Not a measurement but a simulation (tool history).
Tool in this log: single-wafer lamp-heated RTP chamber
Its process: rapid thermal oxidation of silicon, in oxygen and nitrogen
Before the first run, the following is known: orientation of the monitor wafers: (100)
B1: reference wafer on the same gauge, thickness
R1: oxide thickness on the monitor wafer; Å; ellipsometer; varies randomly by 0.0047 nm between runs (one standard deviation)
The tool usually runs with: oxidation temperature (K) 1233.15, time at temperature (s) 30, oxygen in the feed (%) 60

Run 1, day 0.000: usual settings; B1 3.569. Result: R1 31.68 Å.
Run 2, day 0.350: usual settings; B1 3.571. Result: R1 31.79 Å.
Run 3, day 0.783: usual settings but time at temperature (s) 19; B1 3.571. Result: R1 27.95 Å.
Run 4, day 1.421: usual settings but time at temperature (s) 19; B1 3.567. Result: R1 27.98 Å.
Run 5, day 1.971: usual settings but time at temperature (s) 19; B1 3.570. Result: R1 27.91 Å.
Run 6, day 2.450: usual settings; B1 3.572. Result: R1 31.81 Å.
Run 7, day 3.088: usual settings; B1 3.569. Result: R1 31.73 Å.
Run 8, day 3.517: usual settings; B1 3.570. Result: R1 31.80 Å.
At day 3.842: gauge calibrated.
At day 4.150: pyrometer window cleaned and pyrometer calibrated.
Run 9, day 4.171: usual settings; B1 3.570. Result: R1 31.55 Å.
Run 10, day 4.483: usual settings; B1 3.572. Result: R1 31.48 Å.
Run 11, day 4.871: usual settings but time at temperature (s) 35, oxygen in the feed (%) 84; B1 3.570. Result: R1 36.04 Å.
Run 12, day 5.417: usual settings but oxidation temperature (K) 1241.15; B1 3.570. Result: R1 32.87 Å.
Run 13, day 5.917: usual settings but time at temperature (s) 34, oxygen in the feed (%) 83; B1 3.570. Result: R1 35.69 Å.
At day 6.550: oxygen flow controller replaced.
Run 14, day 6.658: usual settings; B1 3.572. Result: R1 31.55 Å.
Run 15, day 7.125: usual settings; B1 3.571. Result: R1 31.53 Å.
Run 16, day 7.533: usual settings but time at temperature (s) 19; B1 3.568. Result: R1 27.73 Å.
Run 17, day 7.929: usual settings; B1 3.568. Result: R1 31.62 Å.
Run 18, day 8.592: usual settings but oxygen in the feed (%) 90; B1 3.568. Result: R1 34.87 Å.
Run 19, day 9.188: usual settings but time at temperature (s) 45, oxygen in the feed (%) 77; B1 3.570. Result: R1 38.71 Å.
Run 20, day 9.808: usual settings but oxidation temperature (K) 1209.15, time at temperature (s) 18, oxygen in the feed (%) 40; B1 3.570. Result: R1 24.11 Å.
Run 21, day 10.175: usual settings but time at temperature (s) 15; B1 3.572. Result: R1 26.26 Å.
Run 22, day 10.612: usual settings but oxidation temperature (K) 1209.15, time at temperature (s) 39, oxygen in the feed (%) 74; B1 3.571. Result: R1 31.69 Å.
Run 23, day 10.992: usual settings but oxidation temperature (K) 1216.15; B1 3.570. Result: R1 29.14 Å.

Alternative continuations, all from the tool just after run 23; predict every row:
Run A, day 11.008: usual settings; B1 ?. Result: R1 ?.
Run B, day 11.008: usual settings but time at temperature (s) 41; B1 ?. Result: R1 ?.
Run C, day 11.008: usual settings but time at temperature (s) 22, oxygen in the feed (%) 80; B1 ?. Result: R1 ?.

run     B1     R1
  A  3.572  31.53
  B  3.572  34.91
  C  3.572  30.62
What these runs would have given with no unlogged condition in the tool:
run     R1
  A  31.32
  B  34.65
  C  30.42
